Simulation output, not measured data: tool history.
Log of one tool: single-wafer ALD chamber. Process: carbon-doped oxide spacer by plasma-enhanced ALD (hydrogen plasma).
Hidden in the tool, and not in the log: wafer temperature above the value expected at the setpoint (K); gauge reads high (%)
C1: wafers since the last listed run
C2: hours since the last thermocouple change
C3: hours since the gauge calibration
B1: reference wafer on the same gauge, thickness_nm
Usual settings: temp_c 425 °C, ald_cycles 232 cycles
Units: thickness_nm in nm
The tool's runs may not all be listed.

{"run": 1, "day": 0.0, "temp_c": 425, "ald_cycles": 232, "C1": 0, "C2": 1558.4, "C3": 665.2, "B1": 12.704, "thickness_nm": 10.735}
{"run": 2, "day": 3.117, "temp_c": 425, "ald_cycles": 232, "C1": 146, "C2": 1633.2, "C3": 740.0, "B1": 12.706, "thickness_nm": 10.648}
{"run": 3, "day": 7.162, "temp_c": 425, "ald_cycles": 197, "C1": 190, "C2": 1730.3, "C3": 837.1, "B1": 12.703, "thickness_nm": 9.097}
{"run": 4, "day": 11.054, "temp_c": 434, "ald_cycles": 232, "C1": 183, "C2": 1823.7, "C3": 930.5, "B1": 12.693, "thickness_nm": 10.306}
{"run": 5, "day": 13.55, "temp_c": 434, "ald_cycles": 232, "C1": 117, "C2": 1883.6, "C3": 990.4, "B1": 12.694, "thickness_nm": 10.355}
{"run": 6, "day": 18.012, "temp_c": 434, "ald_cycles": 232, "C1": 210, "C2": 1990.7, "C3": 1097.5, "B1": 12.706, "thickness_nm": 10.338}
{"day": 18.475, "done": "thermocouple changed; heater temperature recalibrated"}
{"run": 7, "day": 21.546, "temp_c": 425, "ald_cycles": 256, "C1": 150, "C2": 73.7, "C3": 1182.3, "B1": 12.698, "thickness_nm": 11.895}
{"run": 8, "day": 24.971, "temp_c": 425, "ald_cycles": 256, "C1": 161, "C2": 155.9, "C3": 1264.5, "B1": 12.711, "thickness_nm": 11.838}
{"run": 9, "day": 28.458, "temp_c": 428, "ald_cycles": 232, "C1": 164, "C2": 239.6, "C3": 1348.2, "B1": 12.707, "thickness_nm": 10.594}
{"run": 10, "day": 31.717, "temp_c": 425, "ald_cycles": 232, "C1": 153, "C2": 317.8, "C3": 1426.4, "B1": 12.697, "thickness_nm": 10.725}
{"run": 11, "day": 44.0, "temp_c": 425, "ald_cycles": 232, "C1": 579, "C2": 612.6, "C3": 1721.2, "B1": 12.692, "thickness_nm": 10.668}
{"run": 12, "day": 47.042, "temp_c": 434, "ald_cycles": 254, "C1": 143, "C2": 685.6, "C3": 1794.2, "B1": 12.694, "thickness_nm": 11.352}
{"run": 13, "day": 49.538, "temp_c": 434, "ald_cycles": 254, "C1": 117, "C2": 745.5, "C3": 1854.1, "B1": 12.697, "thickness_nm": 11.354}
{"run": 14, "day": 53.021, "temp_c": 425, "ald_cycles": 232, "C1": 164, "C2": 829.1, "C3": 1937.7, "B1": 12.704, "thickness_nm": 10.661}
{"run": 15, "day": 56.05, "temp_c": 425, "ald_cycles": 232, "C1": 142, "C2": 901.8, "C3": 2010.4, "B1": 12.715, "thickness_nm": 10.734}
{"run": 16, "day": 67.517, "temp_c": 433, "ald_cycles": 232, "C1": 540, "C2": 1177.0, "C3": 2285.6, "B1": 12.707, "thickness_nm": 10.387}
{"run": 17, "day": 71.062, "temp_c": 429, "ald_cycles": 232, "C1": 167, "C2": 1262.1, "C3": 2370.7, "B1": 12.698, "thickness_nm": 10.524}
{"run": 18, "day": 73.392, "temp_c": 425, "ald_cycles": 232, "C1": 109, "C2": 1318.0, "C3": 2426.6, "B1": 12.698, "thickness_nm": 10.688}
{"run": 19, "day": 75.575, "temp_c": 430, "ald_cycles": 186, "C1": 102, "C2": 1370.4, "C3": 2479.0, "B1": 12.697, "thickness_nm": 8.424}
{"day": 77.092, "done": "gauge calibrated"}
{"run": 20, "day": 77.217, "temp_c": 434, "ald_cycles": 196, "C1": 77, "C2": 1409.8, "C3": 3.0, "B1": 12.694, "thickness_nm": 8.715}
{"run": 21, "day": 81.288, "temp_c": 417, "ald_cycles": 206, "C1": 191, "C2": 1507.5, "C3": 100.7, "B1": 12.694, "thickness_nm": 9.682}
{"run": 22, "day": 83.579, "temp_c": 433, "ald_cycles": 213, "C1": 108, "C2": 1562.5, "C3": 155.7, "B1": 12.69, "thickness_nm": 9.461}
{"day": 86.267, "done": "thermocouple changed; heater temperature recalibrated"}
{"run": 23, "day": 86.888, "temp_c": 437, "ald_cycles": 232, "C1": 140, "C2": 14.9, "C3": 235.1, "B1": 12.696, "thickness_nm": 10.477}
{"run": 24, "day": 88.496, "temp_c": 434, "ald_cycles": 251, "C1": 75, "C2": 53.5, "C3": 273.7, "B1": 12.698, "thickness_nm": 11.448}
{"run": 25, "day": 92.562, "temp_c": 429, "ald_cycles": 272, "C1": 191, "C2": 151.1, "C3": 371.3, "B1": 12.707, "thickness_nm": 12.468}
{"run": 26, "day": 95.121, "temp_c": 417, "ald_cycles": 206, "C1": 120, "C2": 212.5, "C3": 432.7, "B1": 12.698, "thickness_nm": 9.839}
{"run": 27, "day": 98.154, "temp_c": 439, "ald_cycles": 261, "C1": 143, "C2": 285.3, "C3": 505.5, "B1": 12.704, "thickness_nm": 11.605}
{"run": 28, "day": 103.317, "temp_c": 413, "ald_cycles": 255, "C1": 243, "C2": 409.2, "C3": 629.4, "B1": 12.698, "thickness_nm": 12.228}
{"run": 29, "day": 105.004, "temp_c": 420, "ald_cycles": 276, "C1": 79, "C2": 449.7, "C3": 669.9, "B1": 12.698, "thickness_nm": 13.017}
{"run": 30, "day": 108.317, "temp_c": 430, "ald_cycles": 232, "C1": 156, "C2": 529.2, "C3": 749.4, "B1": 12.696, "thickness_nm": 10.619}
{"run": 31, "day": 109.875, "temp_c": 425, "ald_cycles": 232, "C1": 73, "C2": 566.6, "C3": 786.8, "B1": 12.697, "thickness_nm": 10.788}
{"run": 32, "day": 111.517, "temp_c": 436, "ald_cycles": 195, "C1": 77, "C2": 606.0, "C3": 826.2, "B1": 12.698, "thickness_nm": 8.772}

5 ways to go on from here, each from the tool as it stands after run 32. What would each give?
{"run": "A", "day": 111.55, "temp_c": 413, "ald_cycles": 232, "C1": 1, "C2": 606.8, "C3": 827.0, "B1": "?", "thickness_nm": "?"}
{"run": "B", "day": 111.55, "temp_c": 416, "ald_cycles": 190, "C1": 1, "C2": 606.8, "C3": 827.0, "B1": "?", "thickness_nm": "?"}
{"run": "C", "day": 111.55, "temp_c": 425, "ald_cycles": 254, "C1": 1, "C2": 606.8, "C3": 827.0, "B1": "?", "thickness_nm": "?"}
{"run": "D", "day": 111.55, "temp_c": 417, "ald_cycles": 263, "C1": 1, "C2": 606.8, "C3": 827.0, "B1": "?", "thickness_nm": "?"}
{"run": "E", "day": 111.55, "temp_c": 415, "ald_cycles": 278, "C1": 1, "C2": 606.8, "C3": 827.0, "B1": "?", "thickness_nm": "?"}

run=A B1=12.703 thickness_nm=11.164
run=B B1=12.703 thickness_nm=9.060
run=C B1=12.703 thickness_nm=11.777
run=D B1=12.703 thickness_nm=12.502
run=E B1=12.703 thickness_nm=13.297
Without the tool's hidden state the same runs would have given:
run=A thickness_nm=11.182
run=B thickness_nm=9.075
run=C thickness_nm=11.797
run=D thickness_nm=12.523
run=E thickness_nm=13.318

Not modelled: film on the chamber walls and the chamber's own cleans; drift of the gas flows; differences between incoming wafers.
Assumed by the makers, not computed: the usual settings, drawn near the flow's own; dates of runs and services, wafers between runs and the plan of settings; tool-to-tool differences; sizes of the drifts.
